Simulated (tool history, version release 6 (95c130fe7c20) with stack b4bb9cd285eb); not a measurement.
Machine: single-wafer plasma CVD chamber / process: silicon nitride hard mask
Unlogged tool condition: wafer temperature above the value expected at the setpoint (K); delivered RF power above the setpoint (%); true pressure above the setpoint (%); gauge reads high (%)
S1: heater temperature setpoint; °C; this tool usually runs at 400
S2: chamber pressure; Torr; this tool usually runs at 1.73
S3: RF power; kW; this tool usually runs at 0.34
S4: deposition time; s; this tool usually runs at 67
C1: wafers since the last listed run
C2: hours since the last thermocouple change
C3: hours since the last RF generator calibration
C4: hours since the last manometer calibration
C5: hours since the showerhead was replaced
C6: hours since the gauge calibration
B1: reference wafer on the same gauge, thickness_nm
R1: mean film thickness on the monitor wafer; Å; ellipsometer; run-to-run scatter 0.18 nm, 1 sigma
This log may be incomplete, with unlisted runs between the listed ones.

Run 1, hour 0: usual settings but S3 0.325 kW; C1 0; C2 874.9; C3 99.9; C4 1494.9; C5 1201.6; C6 571.6; B1 72.287. Result: R1 820 Å.
Run 2, hour 106.1: usual settings but S2 1.56 Torr, S3 0.38 kW; C1 1864; C2 981; C3 206; C4 1601; C5 1307.7; C6 677.7; B1 72.311. Result: R1 902.67 Å.
Run 3, hour 165.3: usual settings but S1 410 °C, S2 1.91 Torr; C1 1040; C2 1040.2; C3 265.2; C4 1660.2; C5 1366.9; C6 736.9; B1 72.267. Result: R1 891.84 Å.
Run 4, hour 323.1: usual settings; C1 2772; C2 1198; C3 423; C4 1818; C5 1524.7; C6 894.7; B1 72.278. Result: R1 856.38 Å.
Run 5, hour 389.7: usual settings; C1 1170; C2 1264.6; C3 489.6; C4 1884.6; C5 1591.3; C6 961.3; B1 72.331. Result: R1 860.19 Å.
Run 6, hour 428.6: usual settings; C1 683; C2 1303.5; C3 528.5; C4 1923.5; C5 1630.2; C6 1000.2; B1 72.265. Result: R1 853.38 Å.
Run 7, hour 530.8: usual settings but S1 404 °C; C1 1795; C2 1405.7; C3 630.7; C4 2025.7; C5 1732.4; C6 1102.4; B1 72.262. Result: R1 852.27 Å.
Run 8, hour 591.8: usual settings but S1 404 °C; C1 1071; C2 1466.7; C3 691.7; C4 2086.7; C5 1793.4; C6 1163.4; B1 72.291. Result: R1 853.87 Å.
Run 9, hour 697.5: usual settings but S1 404 °C; C1 1857; C2 1572.4; C3 797.4; C4 2192.4; C5 1899.1; C6 1269.1; B1 72.22. Result: R1 850.72 Å.
Run 10, hour 770.1: usual settings; C1 1275; C2 1645; C3 870; C4 2265; C5 1971.7; C6 1341.7; B1 72.331. Result: R1 853.81 Å.
Run 11, hour 875.7: usual settings; C1 1855; C2 1750.6; C3 975.6; C4 2370.6; C5 2077.3; C6 1447.3; B1 72.204. Result: R1 848.67 Å.
Run 12, hour 981.4: usual settings; C1 1857; C2 1856.3; C3 1081.3; C4 2476.3; C5 2183; C6 1553; B1 72.269. Result: R1 849.65 Å.
Run 13, hour 1045.8: usual settings; C1 1131; C2 1920.7; C3 1145.7; C4 2540.7; C5 2247.4; C6 1617.4; B1 72.354. Result: R1 847.33 Å.
At hour 1095.1: gauge calibrated.
At hour 1117.3: capacitance manometer re-zeroed and calibrated.
Run 14, hour 1148.9: usual settings but S1 403 °C; C1 1670; C2 2023.8; C3 1248.8; C4 31.6; C5 2350.5; C6 53.8; B1 72.263. Result: R1 889.64 Å.
At hour 1180.1: RF generator calibrated.
Run 15, hour 1204.9: usual settings but S2 1.49 Torr, S3 0.4 kW; C1 843; C2 2079.8; C3 24.8; C4 87.6; C5 2406.5; C6 109.8; B1 72.281. Result: R1 956.53 Å.
At hour 1216.9: thermocouple changed; heater temperature recalibrated.
Run 16, hour 1250.2: usual settings; C1 655; C2 33.3; C3 70.1; C4 132.9; C5 2451.8; C6 155.1; B1 72.234. Result: R1 891.96 Å.
Run 17, hour 1512.1: usual settings; C1 4601; C2 295.2; C3 332; C4 394.8; C5 2713.7; C6 417; B1 72.298. Result: R1 889.83 Å.
Run 18, hour 1586: usual settings but S3 0.365 kW; C1 1298; C2 369.1; C3 405.9; C4 468.7; C5 2787.6; C6 490.9; B1 72.299. Result: R1 952.97 Å.
Run 19, hour 1673.3: usual settings; C1 1533; C2 456.4; C3 493.2; C4 556; C5 2874.9; C6 578.2; B1 72.267. Result: R1 896.64 Å.
At hour 1715: capacitance manometer re-zeroed and calibrated, repeated, since the last time left the tool worse.
At hour 1890: showerhead replaced.
Run 20, hour 1890.5: usual settings but S3 0.385 kW, S4 73.6 s; C1 3535; C2 673.6; C3 710.4; C4 175.5; C5 0.5; C6 795.4; B1 72.233. Result: R1 1060.51 Å.
Run 21, hour 1944.4: usual settings but S1 404 °C; C1 947; C2 727.5; C3 764.3; C4 229.4; C5 54.4; C6 849.3; B1 72.32. Result: R1 858.92 Å.

Expected results for the next run?
Run 22, hour 1994.1: usual settings but S3 0.38 kW; C1 873; C2 777.2; C3 814; C4 279.1; C5 104.1; C6 899; B1 ?. Result: R1 ?.

{"run 22": {"B1": 72.318, "R1": 959.51}}
Had the tool carried no hidden state, the very same run would have given R1 961.75 Å.
